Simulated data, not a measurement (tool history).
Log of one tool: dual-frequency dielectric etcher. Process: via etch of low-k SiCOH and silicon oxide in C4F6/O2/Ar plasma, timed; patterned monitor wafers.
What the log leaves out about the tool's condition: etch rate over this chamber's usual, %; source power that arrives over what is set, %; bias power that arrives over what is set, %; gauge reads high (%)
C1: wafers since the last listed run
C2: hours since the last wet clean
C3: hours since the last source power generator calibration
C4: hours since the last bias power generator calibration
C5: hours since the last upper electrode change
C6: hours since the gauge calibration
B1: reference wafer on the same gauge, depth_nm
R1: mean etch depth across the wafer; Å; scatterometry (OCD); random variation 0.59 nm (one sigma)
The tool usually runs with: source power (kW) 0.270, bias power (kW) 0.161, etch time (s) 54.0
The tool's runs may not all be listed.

Run 1, hour 0.0: usual settings but source power (kW) 0.230, bias power (kW) 0.193; C1 0; C2 87.6; C3 877.7; C4 1974.4; C5 103.4; C6 2033.7; B1 114.1. Result: R1 1135 Å.
Run 2, hour 56.4: usual settings but bias power (kW) 0.183, etch time (s) 66.5; C1 760; C2 144.0; C3 934.1; C4 2030.8; C5 159.8; C6 2090.1; B1 114.2. Result: R1 1459 Å.
Run 3, hour 85.4: usual settings but source power (kW) 0.300; C1 390; C2 173.0; C3 963.1; C4 2059.8; C5 188.8; C6 2119.1; B1 114.0. Result: R1 1216 Å.
Run 4, hour 132.4: usual settings but bias power (kW) 0.134; C1 633; C2 220.0; C3 1010.1; C4 2106.8; C5 235.8; C6 2166.1; B1 114.1. Result: R1 1097 Å.
Run 5, hour 181.9: usual settings but bias power (kW) 0.134; C1 667; C2 269.5; C3 1059.6; C4 2156.3; C5 285.3; C6 2215.6; B1 113.8. Result: R1 1096 Å.
Run 6, hour 210.7: usual settings; C1 388; C2 298.3; C3 1088.4; C4 2185.1; C5 314.1; C6 2244.4; B1 114.3. Result: R1 1148 Å.
At hour 230.9: bias power generator calibrated.
Run 7, hour 260.3: usual settings; C1 614; C2 347.9; C3 1138.0; C4 29.4; C5 363.7; C6 2294.0; B1 114.1. Result: R1 1140 Å.
Run 8, hour 326.2: usual settings but bias power (kW) 0.179, etch time (s) 46.0; C1 888; C2 413.8; C3 1203.9; C4 95.3; C5 429.6; C6 2359.9; B1 114.2. Result: R1 998 Å.
Run 9, hour 357.4: usual settings but source power (kW) 0.250, bias power (kW) 0.193; C1 420; C2 445.0; C3 1235.1; C4 126.5; C5 460.8; C6 2391.1; B1 114.1. Result: R1 1154 Å.
Run 10, hour 395.5: usual settings; C1 513; C2 483.1; C3 1273.2; C4 164.6; C5 498.9; C6 2429.2; B1 113.9. Result: R1 1129 Å.
At hour 424.4: wet clean of the chamber.
Run 11, hour 432.4: usual settings but source power (kW) 0.330, bias power (kW) 0.128; C1 173; C2 8.0; C3 1310.1; C4 201.5; C5 535.8; C6 2466.1; B1 114.1. Result: R1 1207 Å.
Run 12, hour 492.5: usual settings but source power (kW) 0.220, bias power (kW) 0.182, etch time (s) 49.0; C1 810; C2 68.1; C3 1370.2; C4 261.6; C5 595.9; C6 2526.2; B1 114.2. Result: R1 975 Å.
Run 13, hour 524.4: usual settings; C1 430; C2 100.0; C3 1402.1; C4 293.5; C5 627.8; C6 2558.1; B1 113.8. Result: R1 1144 Å.
Run 14, hour 552.0: usual settings but bias power (kW) 0.182, etch time (s) 66.5; C1 372; C2 127.6; C3 1429.7; C4 321.1; C5 655.4; C6 2585.7; B1 114.1. Result: R1 1456 Å.
Run 15, hour 601.4: usual settings but source power (kW) 0.290, bias power (kW) 0.147; C1 665; C2 177.0; C3 1479.1; C4 370.5; C5 704.8; C6 2635.1; B1 114.1. Result: R1 1157 Å.
At hour 618.0: gauge calibrated.
Run 16, hour 628.1: usual settings; C1 359; C2 203.7; C3 1505.8; C4 397.2; C5 731.5; C6 10.1; B1 113.9. Result: R1 1140 Å.
Run 17, hour 692.8: usual settings but source power (kW) 0.250, bias power (kW) 0.193; C1 872; C2 268.4; C3 1570.5; C4 461.9; C5 796.2; C6 74.8; B1 114.3. Result: R1 1136 Å.
At hour 762.9: source power generator calibrated.
Run 18, hour 763.4: usual settings but bias power (kW) 0.182; C1 897; C2 339.0; C3 0.5; C4 532.5; C5 866.8; C6 145.4; B1 114.0. Result: R1 1171 Å.
Run 19, hour 824.9: usual settings but source power (kW) 0.250, etch time (s) 48.0; C1 829; C2 400.5; C3 62.0; C4 594.0; C5 928.3; C6 206.9; B1 114.0. Result: R1 953 Å.
Run 20, hour 876.5: usual settings but source power (kW) 0.340, bias power (kW) 0.147, etch time (s) 62.0; C1 695; C2 452.1; C3 113.6; C4 645.6; C5 979.9; C6 258.5; B1 113.9. Result: R1 1399 Å.
At hour 912.4: wet clean of the chamber.
Run 21, hour 912.9: usual settings; C1 167; C2 0.5; C3 150.0; C4 682.0; C5 1016.3; C6 294.9; B1 113.8. Result: R1 1162 Å.
Run 22, hour 953.5: usual settings; C1 547; C2 41.1; C3 190.6; C4 722.6; C5 1056.9; C6 335.5; B1 114.1. Result: R1 1165 Å.
Run 23, hour 1010.4: usual settings; C1 767; C2 98.0; C3 247.5; C4 779.5; C5 1113.8; C6 392.4; B1 114.1. Result: R1 1151 Å.
Run 24, hour 1062.6: usual settings but etch time (s) 43.0; C1 703; C2 150.2; C3 299.7; C4 831.7; C5 1166.0; C6 444.6; B1 114.3. Result: R1 926 Å.
Run 25, hour 1124.4: usual settings but source power (kW) 0.330, bias power (kW) 0.141; C1 833; C2 212.0; C3 361.5; C4 893.5; C5 1227.8; C6 506.4; B1 113.9. Result: R1 1228 Å.
Run 26, hour 1160.2: usual settings but source power (kW) 0.330, bias power (kW) 0.128; C1 482; C2 247.8; C3 397.3; C4 929.3; C5 1263.6; C6 542.2; B1 114.0. Result: R1 1195 Å.
Run 27, hour 1208.1: usual settings; C1 645; C2 295.7; C3 445.2; C4 977.2; C5 1311.5; C6 590.1; B1 113.8. Result: R1 1134 Å.
Run 28, hour 1249.4: usual settings but source power (kW) 0.240, bias power (kW) 0.179, etch time (s) 41.0; C1 556; C2 337.0; C3 486.5; C4 1018.5; C5 1352.8; C6 631.4; B1 114.0. Result: R1 836 Å.
Run 29, hour 1304.6: usual settings but source power (kW) 0.230, bias power (kW) 0.141, etch time (s) 44.5; C1 744; C2 392.2; C3 541.7; C4 1073.7; C5 1408.0; C6 686.6; B1 113.8. Result: R1 830 Å.
Run 30, hour 1370.2: usual settings but source power (kW) 0.290; C1 884; C2 457.8; C3 607.3; C4 1139.3; C5 1473.6; C6 752.2; B1 114.4. Result: R1 1173 Å.
Run 31, hour 1419.9: usual settings; C1 669; C2 507.5; C3 657.0; C4 1189.0; C5 1523.3; C6 801.9; B1 113.8. Result: R1 1126 Å.

Hidden state or all else? Some run-to-run changes of R1, split into what the settings, what came in and random variation would give without the hidden state, and what is left for the hidden state (with any gauge scatter that isn't in both results):
Run 1 -> 2: source power (kW) 0.230 -> 0.270, bias power (kW) 0.193 -> 0.183, etch time (s) 54.0 -> 66.5. R1 +324 Å: hidden state -8, all else +332.
Run 10 -> 11: source power (kW) 0.270 -> 0.330, bias power (kW) 0.161 -> 0.128, wet clean of the chamber. R1 +78 Å: hidden state +27, all else +51.
Run 19 -> 20: source power (kW) 0.250 -> 0.340, bias power (kW) 0.161 -> 0.147, etch time (s) 48.0 -> 62.0. R1 +446 Å: hidden state -23, all else +469.
Run 20 -> 21: source power (kW) 0.340 -> 0.270, bias power (kW) 0.147 -> 0.161, etch time (s) 62.0 -> 54.0, wet clean of the chamber. R1 -237 Å: hidden state +58, all else -295.
Run 29 -> 30: source power (kW) 0.230 -> 0.290, bias power (kW) 0.141 -> 0.161, etch time (s) 44.5 -> 54.0. R1 +343 Å: hidden state -16, all else +359.
